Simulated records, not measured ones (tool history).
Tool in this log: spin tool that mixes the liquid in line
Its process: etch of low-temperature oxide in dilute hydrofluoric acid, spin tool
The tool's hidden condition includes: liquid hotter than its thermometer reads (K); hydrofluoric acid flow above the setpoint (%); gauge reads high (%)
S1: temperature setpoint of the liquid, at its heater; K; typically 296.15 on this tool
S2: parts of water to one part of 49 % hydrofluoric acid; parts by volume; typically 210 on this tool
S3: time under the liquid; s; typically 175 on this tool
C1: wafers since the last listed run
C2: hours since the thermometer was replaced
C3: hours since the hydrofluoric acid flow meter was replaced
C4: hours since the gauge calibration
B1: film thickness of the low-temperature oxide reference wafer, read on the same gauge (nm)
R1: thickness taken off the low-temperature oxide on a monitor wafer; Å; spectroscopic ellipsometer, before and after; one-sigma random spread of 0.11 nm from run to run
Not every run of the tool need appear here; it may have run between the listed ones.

| run | hour | S1 | S2 | S3 | C1 | C2 | C3 | C4 | B1 | R1 |
|---|---|---|---|---|---|---|---|---|---|---|
| 1 | 0.0 | 296.15 | 210 | 175 | 0 | 3163.2 | 267.5 | 1320.5 | 29.98 | 147.1 |
| 2 | 25.0 | 296.15 | 210 | 175 | 147 | 3188.2 | 292.5 | 1345.5 | 29.97 | 147.5 |
|  | 42.0 | thermometer replaced |
| 3 | 56.1 | 294.65 | 210 | 175 | 177 | 14.1 | 323.6 | 1376.6 | 30.03 | 140.2 |
| 4 | 117.0 | 294.65 | 210 | 175 | 358 | 75.0 | 384.5 | 1437.5 | 30.06 | 140.9 |
| 5 | 152.3 | 298.65 | 210 | 210 | 207 | 110.3 | 419.8 | 1472.8 | 29.99 | 195.5 |
| 6 | 170.7 | 298.65 | 210 | 210 | 108 | 128.7 | 438.2 | 1491.2 | 29.94 | 197.9 |
| 7 | 202.9 | 296.15 | 210 | 175 | 189 | 160.9 | 470.4 | 1523.4 | 30.00 | 151.7 |
| 8 | 217.2 | 296.15 | 210 | 175 | 84 | 175.2 | 484.7 | 1537.7 | 29.99 | 152.9 |
|  | 231.7 | gauge calibrated |
| 9 | 247.4 | 296.15 | 210 | 175 | 177 | 205.4 | 514.9 | 15.7 | 29.97 | 152.8 |
| 10 | 268.2 | 296.15 | 210 | 175 | 122 | 226.2 | 535.7 | 36.5 | 30.01 | 152.4 |
| 11 | 295.2 | 296.15 | 210 | 175 | 158 | 253.2 | 562.7 | 63.5 | 30.00 | 153.3 |
| 12 | 319.3 | 296.15 | 270 | 175 | 141 | 277.3 | 586.8 | 87.6 | 30.04 | 115.0 |
| 13 | 347.5 | 293.65 | 115 | 280 | 166 | 305.5 | 615.0 | 115.8 | 29.98 | 446.4 |
| 14 | 374.3 | 296.15 | 145 | 240 | 157 | 332.3 | 641.8 | 142.6 | 30.06 | 328.6 |
| 15 | 387.5 | 294.15 | 245 | 200 | 77 | 345.5 | 655.0 | 155.8 | 30.05 | 138.5 |
|  | 402.2 | hydrofluoric acid flow meter replaced |
| 16 | 403.7 | 292.15 | 210 | 175 | 89 | 361.7 | 1.5 | 172.0 | 29.97 | 119.3 |
| 17 | 428.1 | 296.15 | 210 | 230 | 143 | 386.1 | 25.9 | 196.4 | 30.00 | 180.7 |
| 18 | 443.6 | 292.15 | 245 | 250 | 91 | 401.6 | 41.4 | 211.9 | 29.99 | 144.1 |
| 19 | 456.0 | 298.65 | 210 | 210 | 72 | 414.0 | 53.8 | 224.3 | 29.98 | 181.3 |
| 20 | 480.9 | 296.15 | 210 | 175 | 146 | 438.9 | 78.7 | 249.2 | 30.01 | 139.8 |
| 21 | 502.8 | 292.15 | 290 | 230 | 128 | 460.8 | 100.6 | 271.1 | 30.03 | 108.6 |
| 22 | 526.7 | 292.15 | 255 | 175 | 140 | 484.7 | 124.5 | 295.0 | 30.00 | 95.2 |
| 23 | 551.2 | 300.15 | 210 | 175 | 144 | 509.2 | 149.0 | 319.5 | 29.99 | 165.6 |
| 24 | 569.4 | 296.15 | 170 | 175 | 107 | 527.4 | 167.2 | 337.7 | 29.98 | 182.7 |
| 25 | 601.3 | 296.15 | 210 | 175 | 187 | 559.3 | 199.1 | 369.6 | 30.01 | 145.9 |
| 26 | 631.7 | 291.15 | 210 | 115 | 178 | 589.7 | 229.5 | 400.0 | 30.04 | 78.5 |
| 27 | 657.1 | 296.15 | 145 | 175 | 149 | 615.1 | 254.9 | 425.4 | 29.99 | 223.3 |
| 28 | 670.0 | 296.15 | 240 | 175 | 75 | 628.0 | 267.8 | 438.3 | 29.99 | 122.4 |
| 29 | 705.6 | 298.15 | 140 | 260 | 209 | 663.6 | 303.4 | 473.9 | 30.00 | 386.0 |
| 30 | 733.7 | 296.15 | 135 | 175 | 165 | 691.7 | 331.5 | 502.0 | 30.00 | 247.4 |
| 31 | 766.1 | 298.65 | 210 | 210 | 190 | 724.1 | 363.9 | 534.4 | 30.01 | 193.5 |
| 32 | 797.7 | 298.65 | 250 | 235 | 186 | 755.7 | 395.5 | 566.0 | 30.01 | 176.2 |

Here are 5 independent what-if runs from the current tool condition. What would each one return?
| A | 798.2 | 296.15 | 210 | 175 | 2 | 756.2 | 396.0 | 566.5 | ? | ? |
| B | 798.2 | 296.15 | 105 | 245 | 2 | 756.2 | 396.0 | 566.5 | ? | ? |
| C | 798.2 | 296.15 | 125 | 265 | 2 | 756.2 | 396.0 | 566.5 | ? | ? |
| D | 798.2 | 299.65 | 210 | 260 | 2 | 756.2 | 396.0 | 566.5 | ? | ? |
| E | 798.2 | 293.15 | 210 | 260 | 2 | 756.2 | 396.0 | 566.5 | ? | ? |

| run | B1 | R1 |
|---|---|---|
| A | 29.97 | 148.7 |
| B | 29.97 | 465.1 |
| C | 29.97 | 413.3 |
| D | 29.97 | 251.2 |
| E | 29.97 | 197.1 |
Stripped of hidden state, with their random variation kept, the same runs would have yielded:
| run | R1 |
|---|---|
| A | 138.1 |
| B | 434.4 |
| C | 385.5 |
| D | 233.0 |
| E | 183.2 |
